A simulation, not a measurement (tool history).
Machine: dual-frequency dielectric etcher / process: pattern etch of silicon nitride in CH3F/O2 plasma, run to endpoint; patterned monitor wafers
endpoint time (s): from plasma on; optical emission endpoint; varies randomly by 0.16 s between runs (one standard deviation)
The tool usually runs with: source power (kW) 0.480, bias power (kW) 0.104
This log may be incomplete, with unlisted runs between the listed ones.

| run | hour | source power (kW) | bias power (kW) | incoming incoming film thickness, nm | endpoint time (s) |
|---|---|---|---|---|---|
| 1 | 0.0 | 0.480 | 0.104 | 60.4 | 56.6 |
| 2 | 11.8 | 0.480 | 0.104 | 59.6 | 56.5 |
| 3 | 24.9 | 0.480 | 0.104 | 60.7 | 57.6 |
| 4 | 34.7 | 0.480 | 0.104 | 60.0 | 56.9 |
| 5 | 43.1 | 0.410 | 0.104 | 60.3 | 59.4 |
| 6 | 59.5 | 0.440 | 0.104 | 60.2 | 58.5 |
|  | 97.5 | wet clean of the chamber |
| 7 | 98.0 | 0.440 | 0.104 | 59.8 | 55.6 |
| 8 | 98.3 | 0.440 | 0.104 | 59.7 | 55.8 |
| 9 | 98.7 | 0.480 | 0.104 | 60.2 | 54.8 |
| 10 | 110.6 | 0.480 | 0.104 | 60.3 | 55.0 |
| 11 | 122.2 | 0.480 | 0.104 | 59.9 | 54.8 |
|  | 131.3 | source power generator calibrated |
| 12 | 138.9 | 0.440 | 0.104 | 60.0 | 56.0 |
|  | 210.4 | upper electrode replaced |
| 13 | 210.9 | 0.560 | 0.123 | 60.0 | 49.8 |
| 14 | 211.3 | 0.480 | 0.104 | 59.5 | 54.7 |
| 15 | 212.1 | 0.480 | 0.112 | 59.7 | 53.3 |
| 16 | 225.2 | 0.480 | 0.104 | 60.0 | 55.1 |
|  | 230.3 | bias power generator calibrated |
| 17 | 236.6 | 0.480 | 0.079 | 59.5 | 59.8 |

Run 18 comes next. What will it give?
| 18 | 244.6 | 0.370 | 0.123 | 59.1 | ? |

Run 18 measured endpoint time (s) 55.2.
Take away the tool's hidden state, keep the run-to-run variation as it was, and the same run would have given endpoint time (s) 54.7.
